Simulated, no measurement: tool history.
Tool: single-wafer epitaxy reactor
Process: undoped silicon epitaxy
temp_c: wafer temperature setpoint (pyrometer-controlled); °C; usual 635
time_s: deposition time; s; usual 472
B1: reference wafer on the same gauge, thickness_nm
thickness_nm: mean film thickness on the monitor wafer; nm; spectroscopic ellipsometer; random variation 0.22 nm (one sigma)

run 1 hour=0.0 | temp_c=635 time_s=472 | B1=56.391 | thickness_nm=61.505
run 2 hour=10.6 | temp_c=635 time_s=472 | B1=56.407 | thickness_nm=61.416
run 3 hour=22.2 | temp_c=635 time_s=472 | B1=56.446 | thickness_nm=61.934
run 4 hour=28.8 | temp_c=629 time_s=472 | B1=56.399 | thickness_nm=52.776
run 5 hour=45.2 | temp_c=629 time_s=472 | B1=56.448 | thickness_nm=53.676
run 6 hour=58.6 | temp_c=629 time_s=472 | B1=56.324 | thickness_nm=53.459
run 7 hour=71.1 | temp_c=635 time_s=472 | B1=56.414 | thickness_nm=62.418
run 8 hour=108.4 | temp_c=635 time_s=472 | B1=56.382 | thickness_nm=62.710
run 9 hour=121.6 | temp_c=645 time_s=472 | B1=56.284 | thickness_nm=79.788
-- hour=134.4 pyrometer calibrated
run 10 hour=138.8 | temp_c=645 time_s=472 | B1=56.440 | thickness_nm=67.831
run 11 hour=147.1 | temp_c=635 time_s=472 | B1=56.341 | thickness_nm=52.938
run 12 hour=162.2 | temp_c=635 time_s=472 | B1=56.370 | thickness_nm=52.774
run 13 hour=178.0 | temp_c=629 time_s=472 | B1=56.326 | thickness_nm=45.695
run 14 hour=195.6 | temp_c=635 time_s=472 | B1=56.406 | thickness_nm=53.004
run 15 hour=209.7 | temp_c=635 time_s=472 | B1=56.368 | thickness_nm=53.266
-- hour=219.4 gauge calibrated
run 16 hour=223.9 | temp_c=631 time_s=540 | B1=56.281 | thickness_nm=54.773
run 17 hour=239.0 | temp_c=628 time_s=436 | B1=56.324 | thickness_nm=41.021
run 18 hour=247.3 | temp_c=626 time_s=561 | B1=56.307 | thickness_nm=49.886
run 19 hour=253.7 | temp_c=647 time_s=402 | B1=56.385 | thickness_nm=61.366
run 20 hour=260.7 | temp_c=648 time_s=516 | B1=56.487 | thickness_nm=80.362
run 21 hour=268.7 | temp_c=623 time_s=550 | B1=56.354 | thickness_nm=45.528
run 22 hour=274.9 | temp_c=635 time_s=472 | B1=56.379 | thickness_nm=53.226
run 23 hour=283.5 | temp_c=642 time_s=550 | B1=56.325 | thickness_nm=73.448
run 24 hour=291.6 | temp_c=644 time_s=523 | B1=56.403 | thickness_nm=74.290

Hidden state or all else? Some run-to-run changes of thickness_nm, split into what the settings, what came in and random variation would give without the hidden state, and what is left for the hidden state (with any gauge scatter that isn't in both results):
The hidden state here: wafer temperature above the value expected at the setpoint (K); gauge reads high (%).
Run 8 -> 9: temp_c 635 -> 645. thickness_nm +17.078 nm: hidden state +2.813, all else +14.265.
Run 9 -> 10: pyrometer calibrated. thickness_nm -11.957 nm: hidden state -12.152, all else +0.195.
Run 20 -> 21: temp_c 648 -> 623, time_s 516 -> 550. thickness_nm -34.834 nm: hidden state -0.781, all else -34.053.
Run 22 -> 23: temp_c 635 -> 642, time_s 472 -> 550. thickness_nm +20.222 nm: hidden state +0.491, all else +19.731.
